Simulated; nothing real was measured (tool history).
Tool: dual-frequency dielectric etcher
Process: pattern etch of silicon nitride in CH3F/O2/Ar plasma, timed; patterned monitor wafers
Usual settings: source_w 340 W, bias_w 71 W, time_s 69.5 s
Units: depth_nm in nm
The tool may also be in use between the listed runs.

run	hour	source_w	bias_w	time_s	read-back reference wafer on the same gauge, depth_nm	depth_nm
1	0	340	62	69.5	45.4	38.8
2	38.5	340	62	69.5	45.41	38.79
3	100.3	340	71	69.5	45.44	40.74
4	155.2	340	71	69.5	45.36	40.64
5	218	340	71	69.5	45.41	40.49
# hour 246.9: wet clean of the chamber
6	261.1	340	78	60.5	45.44	37.92
7	305.9	300	71	88	45.39	50.45
8	334.1	400	60	85.5	45.41	51.05
9	386.6	340	60	48.5	45.43	27.06
# hour 428.2: gauge calibrated
10	445.4	360	62	78.5	45.41	45.34
11	484	300	63	69.5	45.43	37.32
12	540.5	340	71	69.5	45.42	41.29
13	587.1	340	71	69.5	45.36	41.06
14	621.3	380	87	78	45.36	52.64
15	662	380	71	69.5	45.42	42.75
# hour 703.8: wet clean of the chamber
16	704.3	340	71	80.5	45.41	48.28
17	756.3	340	71	69.5	45.39	41.47
18	789.6	410	88	57	45.39	40.28
19	814.3	340	58	51	45.38	27.82
20	861.4	280	71	69.5	45.44	38.19
21	904.7	360	62	78.5	45.4	44.78
22	965.9	370	71	78	45.41	47.7
23	1008.1	340	65	54	45.42	30.72
24	1061.7	340	71	69.5	45.43	40.83
25	1111.3	340	71	69.5	45.42	40.57
26	1142	340	83	78	45.39	48.68
# hour 1176.3: wet clean of the chamber
27	1211.7	340	71	55	45.42	33.28
28	1266.1	400	71	60	45.41	38.52
29	1304.6	340	71	69.5	45.41	41.79

5 ways to go on from here, each from the tool as it stands after run 29. What would each give?
A	1305	340	64	69.5	?	?
B	1305	380	86	56	?	?
C	1305	310	57	52.5	?	?
D	1305	340	71	52.5	?	?
E	1305	400	71	69.5	?	?

run	read-back reference wafer on the same gauge, depth_nm	depth_nm
A	45.41	39.83
B	45.41	38.16
C	45.41	27.53
D	45.41	31.48
E	45.41	44.49
Without the tool's hidden state the same runs would have given:
run	depth_nm
A	39.8
B	38.14
C	27.51
D	31.46
E	44.46
